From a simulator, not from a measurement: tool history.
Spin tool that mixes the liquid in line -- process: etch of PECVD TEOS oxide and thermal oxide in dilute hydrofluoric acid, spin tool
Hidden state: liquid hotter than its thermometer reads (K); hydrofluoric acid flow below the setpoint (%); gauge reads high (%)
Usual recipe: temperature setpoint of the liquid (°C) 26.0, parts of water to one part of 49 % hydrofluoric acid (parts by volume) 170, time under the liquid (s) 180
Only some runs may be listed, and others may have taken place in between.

run,hour,temperature setpoint of the liquid (°C),parts of water to one part of 49 % hydrofluoric acid (parts by volume),time under the liquid (s),wafers since the last listed run,hours since the thermometer was replaced,hours since the hydrofluoric acid flow meter was replaced,hours since the gauge calibration,"read-back film thickness of the PECVD TEOS oxide reference wafer, read on the same gauge (nm)","read-back film thickness of the thermal oxide reference wafer, read on the same gauge (nm)",thickness taken off the PECVD TEOS oxide on a monitor wafer (nm),thickness taken off the thermal oxide on a monitor wafer (nm)
1,0.0,26.0,170,180,0,2008.6,88.6,707.8,110.01,110.01,18.26,4.93
2,31.2,26.0,170,180,261,2039.8,119.8,739.0,109.98,109.97,18.26,4.96
3,65.2,26.0,170,180,285,2073.8,153.8,773.0,110.00,109.99,18.26,4.91
# hour 80.6: thermometer replaced
4,86.6,26.0,170,180,171,6.0,175.2,794.4,110.00,109.98,16.63,4.50
5,106.7,29.5,140,180,168,26.1,195.3,814.5,109.98,110.00,23.72,6.47
6,123.7,26.0,170,180,142,43.1,212.3,831.5,110.04,109.99,16.51,4.50
7,149.2,28.0,170,180,214,68.6,237.8,857.0,110.00,110.01,17.81,4.83
8,176.2,27.5,145,145,226,95.6,264.8,884.0,110.00,110.00,16.93,4.60
9,206.9,26.0,170,180,257,126.3,295.5,914.7,109.98,109.99,16.38,4.51
10,219.9,26.0,170,180,109,139.3,308.5,927.7,109.99,109.99,16.48,4.50
11,234.4,28.5,170,180,121,153.8,323.0,942.2,109.98,110.00,17.71,4.87
12,259.9,26.0,170,265,214,179.3,348.5,967.7,110.00,110.01,24.36,6.57
# hour 281.8: gauge calibrated
13,293.6,26.0,170,180,282,213.0,382.2,11.8,110.00,110.02,16.51,4.44
14,314.4,21.5,245,270,174,233.8,403.0,32.6,110.00,110.00,13.29,3.63
15,337.1,26.0,215,210,190,256.5,425.7,55.3,109.97,109.99,14.54,3.86
16,363.7,26.0,170,180,223,283.1,452.3,81.9,110.00,109.97,16.33,4.40
17,394.9,22.0,170,150,261,314.3,483.5,113.1,110.00,110.00,11.69,3.25
18,417.2,21.5,225,75,187,336.6,505.8,135.4,110.02,109.99,4.10,1.10
19,447.2,26.0,245,130,251,366.6,535.8,165.4,110.01,110.01,7.55,2.07
20,471.9,26.0,170,180,207,391.3,560.5,190.1,109.99,110.01,16.23,4.52
21,504.1,21.0,195,80,270,423.5,592.7,222.3,110.03,110.00,5.10,1.39
22,533.4,26.0,170,70,246,452.8,622.0,251.6,109.98,110.04,6.33,1.73
23,550.6,26.0,120,230,144,470.0,639.2,268.8,110.00,109.98,31.39,8.44
24,578.7,31.0,170,130,235,498.1,667.3,296.9,110.00,110.02,14.15,3.81
25,593.8,26.0,215,180,126,513.2,682.4,312.0,109.98,109.99,12.24,3.30
26,625.3,26.0,170,180,264,544.7,713.9,343.5,109.98,109.98,16.32,4.42
27,638.1,26.0,200,180,107,557.5,726.7,356.3,110.01,109.99,13.47,3.66

Across each entry between runs, compare the hidden state at the last listed run before it with the hidden state at the first listed run after it:
From run 3 to run 4: thermometer replaced (hour 80.6)
  liquid hotter than its thermometer reads (K): 2.9 -> 0.18; hydrofluoric acid flow below the setpoint (%): 1.55 -> 1.66
  measured less the result without the state, thickness taken off the PECVD TEOS oxide on a monitor wafer (nm): +1.51 -> -0.22; thickness taken off the thermal oxide on a monitor wafer (nm): +0.40 -> -0.06
From run 12 to run 13: gauge calibrated (hour 281.8)
  liquid hotter than its thermometer reads (K): 0.373 -> 0.411; hydrofluoric acid flow below the setpoint (%): 2.53 -> 2.7
  measured less the result without the state, thickness taken off the PECVD TEOS oxide on a monitor wafer (nm): -0.43 -> -0.30; thickness taken off the thermal oxide on a monitor wafer (nm): -0.12 -> -0.08

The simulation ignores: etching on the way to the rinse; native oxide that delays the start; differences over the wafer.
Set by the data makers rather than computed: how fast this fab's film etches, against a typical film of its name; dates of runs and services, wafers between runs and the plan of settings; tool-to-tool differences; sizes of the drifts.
